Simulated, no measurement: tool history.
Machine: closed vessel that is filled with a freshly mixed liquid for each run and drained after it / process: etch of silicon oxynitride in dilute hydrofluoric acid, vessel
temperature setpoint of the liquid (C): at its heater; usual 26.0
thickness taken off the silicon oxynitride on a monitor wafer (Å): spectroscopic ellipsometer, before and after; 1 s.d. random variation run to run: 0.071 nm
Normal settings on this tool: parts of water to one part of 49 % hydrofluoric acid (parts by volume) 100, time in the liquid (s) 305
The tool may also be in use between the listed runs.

run	hour	temperature setpoint of the liquid (C)	parts of water to one part of 49 % hydrofluoric acid (parts by volume)	time in the liquid (s)	read-back film thickness of the silicon oxynitride reference wafer, read on the same gauge (nm)	thickness taken off the silicon oxynitride on a monitor wafer (Å)
1	0.0	26.0	100	305	140.04	83.2
2	53.2	26.0	100	305	139.97	83.0
3	88.2	26.0	100	305	140.04	82.9
4	151.1	26.0	80	305	140.00	104.2
5	200.5	26.0	80	305	139.99	103.5
6	266.6	26.0	80	305	140.02	104.6
7	296.8	26.0	100	305	140.01	81.7
8	324.7	26.0	100	305	140.02	80.1
9	364.9	26.0	100	305	139.98	82.5
10	402.0	26.0	100	305	140.05	81.4
11	469.0	26.0	100	305	140.01	81.2
12	528.5	26.0	100	305	140.00	81.0
13	559.1	26.0	100	305	139.99	81.4
14	629.9	26.0	100	305	139.98	80.2
# hour 646.5: thermometer replaced
15	690.3	28.5	60	305	139.99	156.9
# hour 710.0: gauge calibrated
16	760.9	26.0	145	355	140.03	61.9
17	829.4	26.0	100	305	140.05	80.3
# hour 842.4: hydrofluoric acid flow meter replaced
18	1021.5	26.0	65	305	140.02	130.7
19	1076.3	26.0	100	305	140.00	82.8
20	1132.2	28.5	140	305	140.01	63.5
21	1198.7	26.0	100	305	139.97	83.1
22	1238.8	24.5	115	365	140.00	78.3
23	1285.2	23.5	85	305	140.01	88.4
24	1315.7	23.5	115	305	139.99	63.1
25	1487.8	23.5	125	305	139.99	57.7
26	1515.9	23.5	100	305	140.03	72.2
27	1544.6	26.0	100	305	139.99	82.9
28	1582.6	26.0	100	305	140.00	81.0
29	1653.6	30.5	80	120	140.02	49.8
30	1724.4	30.5	55	470	140.05	292.7

How would selected steps in thickness taken off the silicon oxynitride on a monitor wafer (Å) from run to run divide? Give the signed amount a tool lacking its hidden state would still show from settings, what came in and random variation, and the signed amount left for the hidden state, including any gauge scatter that is not in both of the compared results.
Hidden conditions of the tool in this case: liquid hotter than its thermometer reads (K); hydrofluoric acid flow below the setpoint (%); gauge reads high (%).
Run 14 -> 15: temperature setpoint of the liquid (C) 26.0 -> 28.5, parts of water to one part of 49 % hydrofluoric acid (parts by volume) 100 -> 60, thermometer replaced. thickness taken off the silicon oxynitride on a monitor wafer (Å) +76.7: hidden state -2.4, all else +79.1.
Run 15 -> 16: temperature setpoint of the liquid (C) 28.5 -> 26.0, parts of water to one part of 49 % hydrofluoric acid (parts by volume) 60 -> 145, time in the liquid (s) 305 -> 355, gauge calibrated. thickness taken off the silicon oxynitride on a monitor wafer (Å) -95.0: hidden state +2.6, all else -97.6.
Run 29 -> 30: parts of water to one part of 49 % hydrofluoric acid (parts by volume) 80 -> 55, time in the liquid (s) 120 -> 470. thickness taken off the silicon oxynitride on a monitor wafer (Å) +242.9: hidden state -6.2, all else +249.1.
